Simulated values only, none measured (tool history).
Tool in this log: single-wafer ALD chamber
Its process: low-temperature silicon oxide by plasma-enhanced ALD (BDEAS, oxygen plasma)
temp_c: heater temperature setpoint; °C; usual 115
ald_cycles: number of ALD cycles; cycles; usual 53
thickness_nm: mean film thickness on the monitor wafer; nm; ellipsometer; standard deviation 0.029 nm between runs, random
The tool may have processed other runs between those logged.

run	day	temp_c	ald_cycles	wafers since the last listed run	hours since the last thermocouple change	hours since the gauge calibration	read-back reference wafer on the same gauge, thickness_nm	thickness_nm
1	0	125	50	0	1340.5	164.6	5.712	6.405
2	4.525	125	50	555	1449.1	273.2	5.706	6.427
3	7.204	115	53	328	1513.4	337.5	5.693	6.883
4	9.542	115	53	286	1569.5	393.6	5.683	6.92
5	10.654	115	53	136	1596.2	420.3	5.686	6.894
6	12.108	115	53	178	1631.1	455.2	5.663	6.892
7	13.358	115	53	153	1661.1	485.2	5.656	6.846
8	15.392	115	53	249	1709.9	534	5.65	6.84
9	17.762	115	53	290	1766.8	590.9	5.641	6.852
10	18.788	115	49	125	1791.4	615.5	5.632	6.332
11	21.292	115	45	307	1851.5	675.6	5.617	5.768
12	23.279	115	45	243	1899.2	723.3	5.586	5.779
13	24.712	115	53	175	1933.6	757.7	5.594	6.809
# day 29.296: gauge calibrated
14	31.625	115	53	848	2099.5	55.9	5.696	6.957
15	33.792	125	53	265	2151.5	107.9	5.692	6.773
16	35.625	125	53	224	2195.5	151.9	5.687	6.815
17	38.475	115	53	349	2263.9	220.3	5.691	6.927
18	39.55	115	53	131	2289.7	246.1	5.692	6.947
# day 40.358: thermocouple changed; heater temperature recalibrated
19	42.067	125	49	267	41	306.5	5.669	6.252
20	43.746	115	53	206	81.3	346.8	5.679	6.916
21	45.212	130	53	179	116.5	382	5.666	6.743
22	47.446	124	48	274	170.1	435.6	5.656	6.073
23	50.017	122	48	315	231.8	497.3	5.644	6.089
24	51.717	110	48	208	272.6	538.1	5.643	6.217
25	53.321	115	46	196	311.1	576.6	5.624	5.961
26	54.438	115	53	137	337.9	603.4	5.614	6.758
27	55.983	128	60	189	375	640.5	5.609	7.473
28	57.142	107	60	142	402.8	668.3	5.595	7.877
29	59.05	115	53	234	448.6	714.1	5.583	6.769
30	60.417	115	53	167	481.4	746.9	5.575	6.764
31	61.538	126	53	137	508.3	773.8	5.569	6.692
32	64.308	115	53	339	574.8	840.3	5.536	6.72
33	65.521	129	61	148	603.9	869.4	5.524	7.599
34	67.279	115	53	215	646.1	911.6	5.509	6.69
35	69.704	115	53	297	704.3	969.8	5.482	6.605
36	72.25	130	56	312	765.4	1030.9	5.462	6.824
# day 73.662: gauge calibrated
37	75.117	129	50	351	834.2	34.9	5.662	6.354

State the hidden condition of the tool at each of the runs:
wafer temperature above the value expected at the setpoint (K): 0 at every run
H1: gauge reads high (%)
run	H1
1	0.379
2	0.188
3	0.0298
4	-0.135
5	-0.222
6	-0.345
7	-0.458
8	-0.658
9	-0.916
10	-1.03
11	-1.35
12	-1.61
13	-1.82
14	0.128
15	0.094
16	0.0481
17	-0.0543
18	-0.103
19	-0.237
20	-0.343
21	-0.446
22	-0.622
23	-0.853
24	-1.02
25	-1.2
26	-1.32
27	-1.51
28	-1.65
29	-1.91
30	-2.1
31	-2.27
32	-2.7
33	-2.9
34	-3.2
35	-3.64
36	-4.13
37	-0.511
